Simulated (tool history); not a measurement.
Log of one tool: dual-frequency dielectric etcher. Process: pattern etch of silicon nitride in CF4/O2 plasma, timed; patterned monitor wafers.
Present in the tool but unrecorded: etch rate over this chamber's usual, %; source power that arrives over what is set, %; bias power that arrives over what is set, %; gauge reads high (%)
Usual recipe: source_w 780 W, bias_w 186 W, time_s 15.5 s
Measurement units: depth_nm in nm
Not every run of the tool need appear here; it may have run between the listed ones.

run    hour  source_w  bias_w  time_s  wafers since the last listed run  hours since the last wet clean  hours since the last source power generator calibration  hours since the last bias power generator calibration  hours since the last upper electrode change  hours since the gauge calibration  read-back reference wafer on the same gauge, depth_nm  depth_nm
  1       0       780     186    15.5                                 0                           177.7                                                    764.8                                                 1291.3                                         4710                               64.4                                                  41.88     47.45
  2    90.4       780     186    15.5                              1596                           268.1                                                    855.2                                                 1381.7                                       4800.4                              154.8                                                  41.91     47.73
  3   146.3       780     201      14                               986                             324                                                    911.1                                                 1437.6                                       4856.3                              210.7                                                  41.91     44.91
      187.5  -- wet clean of the chamber
  4     188       780     201      14                               312                             0.5                                                    952.8                                                 1479.3                                         4898                              252.4                                                  41.91     45.44
  5     278       780     186    15.5                              1588                            90.5                                                   1042.8                                                 1569.3                                         4988                              342.4                                                  41.92     47.95
  6   333.7       780     186    15.5                               983                           146.2                                                   1098.5                                                   1625                                       5043.7                              398.1                                                  41.93     47.73
  7   404.4       780     186    15.5                              1248                           216.9                                                   1169.2                                                 1695.7                                       5114.4                              468.8                                                  41.87     47.44
  8   491.9       780     186    15.5                              1544                           304.4                                                   1256.7                                                 1783.2                                       5201.9                              556.3                                                  41.95     48.09
  9   569.7       780     186    15.5                              1373                           382.2                                                   1334.5                                                   1861                                       5279.7                              634.1                                                  41.93     48.03
      640.5  -- wet clean of the chamber
 10     641       780     186    15.5                               835                             0.5                                                   1405.8                                                 1932.3                                         5351                              705.4                                                  41.97     47.77
 11   676.2       780     186    15.5                               621                            35.7                                                     1441                                                 1967.5                                       5386.2                              740.6                                                  41.88     48.49
 12   735.7       780     186    13.5                              1050                            95.2                                                   1500.5                                                   2027                                       5445.7                              800.1                                                  41.91     42.24
 13   790.8       780     186    13.5                               972                           150.3                                                   1555.6                                                 2082.1                                       5500.8                              855.2                                                  41.86     41.72
 14   850.6       920     186    15.5                              1055                           210.1                                                   1615.4                                                 2141.9                                       5560.6                                915                                                  41.87     57.16
      889.9  -- source power generator calibrated
 15   924.2       780     186    19.5                              1228                           283.7                                                     34.3                                                 2215.5                                       5634.2                              988.6                                                  41.93     60.19
      944.8  -- gauge calibrated
       1005  -- bias power generator calibrated
 16    1023       780     160    15.5                              1673                           382.5                                                    133.1                                                     18                                         5733                               78.2                                                  41.85     42.81
     1079.6  -- wet clean of the chamber
     1131.7  -- upper electrode replaced
 17  1132.2       780     152    15.5                              1080                            52.6                                                    242.3                                                  127.2                                          0.5                              187.4                                                  41.97     41.46
 18  1154.1       590     163    12.5                               386                            74.5                                                    264.2                                                  149.1                                         22.4                              209.3                                                   41.9        26
 19  1249.3       780     186    15.5                              1680                           169.7                                                    359.4                                                  244.3                                        117.6                              304.5                                                  41.93     46.75
 20  1338.4       860     186    15.5                              1573                           258.8                                                    448.5                                                  333.4                                        206.7                              393.6                                                  41.89     51.83
     1438.9  -- wet clean of the chamber
 21  1439.4       780     230    15.5                              1359                             0.5                                                    549.5                                                  434.4                                        307.7                              494.6                                                  41.91     52.55
 22  1506.7       620     167      19                              1188                            67.8                                                    616.8                                                  501.7                                          375                              561.9                                                  41.88     42.32
 23  1544.8       710     186    12.5                               672                           105.9                                                    654.9                                                  539.8                                        413.1                                600                                                  41.85     34.45
 24  1613.4       780     186    13.5                              1211                           174.5                                                    723.5                                                  608.4                                        481.7                              668.6                                                   41.9     41.33
 25  1671.8       870     186      18                              1031                           232.9                                                    781.9                                                  666.8                                        540.1                                727                                                  41.85     61.71
 26  1762.3       960     186    19.5                              1597                           323.4                                                    872.4                                                  757.3                                        630.6                              817.5                                                  41.89     73.63
 27  1820.8       840     156      20                              1032                           381.9                                                    930.9                                                  815.8                                        689.1                                876                                                  41.92     59.59
     1878.8  -- wet clean of the chamber
 28  1913.3       780     186    15.5                              1209                            34.5                                                   1023.4                                                  908.3                                        781.6                              968.5                                                   41.9     47.43

Branching from run 28: 3 alternative next runs. What would each branch give?
  A  1913.7       780     156    15.5                                 7                            34.9                                                   1023.8                                                  908.7                                          782                              968.9                                                      ?         ?
  B  1913.7       710     186    15.5                                 7                            34.9                                                   1023.8                                                  908.7                                          782                              968.9                                                      ?         ?
  C  1913.7       950     222    15.5                                 7                            34.9                                                   1023.8                                                  908.7                                          782                              968.9                                                      ?         ?

run  read-back reference wafer on the same gauge, depth_nm  depth_nm
  A                                                   41.9     42.36
  B                                                   41.9     42.67
  C                                                   41.9     63.82
Without the tool's unlogged condition, the same runs would have read:
run  depth_nm
  A      41.9
  B     42.18
  C     63.07

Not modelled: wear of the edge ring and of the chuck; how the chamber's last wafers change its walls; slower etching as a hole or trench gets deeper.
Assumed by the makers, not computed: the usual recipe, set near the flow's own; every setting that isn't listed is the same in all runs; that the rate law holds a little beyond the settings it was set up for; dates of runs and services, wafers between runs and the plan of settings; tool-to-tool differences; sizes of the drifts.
